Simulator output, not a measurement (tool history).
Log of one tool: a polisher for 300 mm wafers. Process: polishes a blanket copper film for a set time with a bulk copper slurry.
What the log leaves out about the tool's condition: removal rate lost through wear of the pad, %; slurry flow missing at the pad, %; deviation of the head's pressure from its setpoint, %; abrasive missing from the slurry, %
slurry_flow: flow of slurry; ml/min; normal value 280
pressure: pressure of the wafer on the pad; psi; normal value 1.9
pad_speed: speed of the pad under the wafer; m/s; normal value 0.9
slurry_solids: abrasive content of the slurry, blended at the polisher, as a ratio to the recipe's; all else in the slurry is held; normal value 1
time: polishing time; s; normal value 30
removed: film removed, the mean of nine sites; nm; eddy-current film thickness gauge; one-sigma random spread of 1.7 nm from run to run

run   hour  slurry_flow  pressure  pad_speed  slurry_solids  time  wafers since the last listed run  wafers polished on this pad  hours since the slurry nozzle was cleaned  hours since the head pressure was calibrated  hours since the slurry blender was calibrated  incoming thickness of the incoming film, nm  removed
  1      0          280       1.9        0.9              1    30                                 0                          105                                      542.6                                         867.5                                          127.2                                       3515.7      138
  2   14.2          280       1.9        0.9              1    30                               204                          309                                      556.8                                         881.7                                          141.4                                       3557.1    134.4
      20.5  -- slurry blender recalibrated
  3     30          280       1.9        0.9              1    30                               198                          508                                      572.6                                         897.5                                            9.5                                       3589.1    132.4
  4   57.6          280       1.9       0.96              1    35                               396                          905                                      600.2                                         925.1                                           37.1                                       3581.4    156.6
  5   64.4          280       1.9        0.9            1.2    35                                97                         1002                                        607                                         931.9                                           43.9                                       3541.9    153.6
      72.6  -- worn pad replaced by a new one
  6   77.3          280       1.9        0.9            1.2    35                               128                           67                                      619.9                                         944.8                                           56.8                                       3548.3    159.1
      89.1  -- head pressure recalibrated
  7   92.9          280       1.9        0.9              1    30                               195                          262                                      635.5                                           3.8                                           72.4                                       3511.2    133.5
      94.5  -- slurry nozzle cleaned
  8  107.9          280       1.9        0.9              1    30                               201                          464                                       13.4                                          18.8                                           87.4                                       3532.6    129.3
  9  120.4          280       1.9        0.9              1    22                               179                          644                                       25.9                                          31.3                                           99.9                                       3623.4     95.8
 10  130.1          280       1.9        0.9              1    40                               139                          783                                       35.6                                            41                                          109.6                                       3542.5    173.7
     135.3  -- slurry blender recalibrated
     157.6  -- worn pad replaced by a new one
 11    166          250       1.5       1.14            1.2    30                               430                          121                                       71.5                                          76.9                                           30.7                                       3532.5    141.2
 12  179.7          280       1.9        0.9              1    30                               197                          318                                       85.2                                          90.6                                           44.4                                       3529.4    133.5
 13  190.3          280       1.9       0.64              1    30                               152                          470                                       95.8                                         101.2                                             55                                       3582.1     93.7
 14  203.4          280       2.3        0.9              1    35                               188                          659                                      108.9                                         114.3                                           68.1                                       3510.4      186
 15  218.4          215       1.9        0.9              1    30                               215                          875                                      123.9                                         129.3                                           83.1                                       3560.9      126
 16  232.5          280       1.9       0.96              1    35                               202                         1077                                        138                                         143.4                                           97.2                                       3589.3    156.3
 17  240.2          280       1.9       1.06              1    30                               110                         1188                                      145.7                                         151.1                                          104.9                                       3595.6    149.6
 18  252.3          280       1.9       1.18            1.1    38                               174                         1362                                      157.8                                         163.2                                            117                                       3514.9    199.4

Here are 3 independent what-if runs from the current tool condition. What would each one return?
  A  252.7          280       1.9       0.78              1    30                                 5                         1368                                      158.2                                         163.6                                          117.4                                       3576.5        ?
  B  252.7          200       1.9        0.9              1    30                                 5                         1368                                      158.2                                         163.6                                          117.4                                       3576.5        ?
  C  252.7          210       1.9       1.02           1.25    37                                 5                         1368                                      158.2                                         163.6                                          117.4                                       3576.5        ?

run  removed
  A    105.4
  B      119
  C    173.2
Take away the tool's hidden state, keep each run's random variation, and the runs would have read:
run  removed
  A    118.4
  B    133.6
  C    194.5
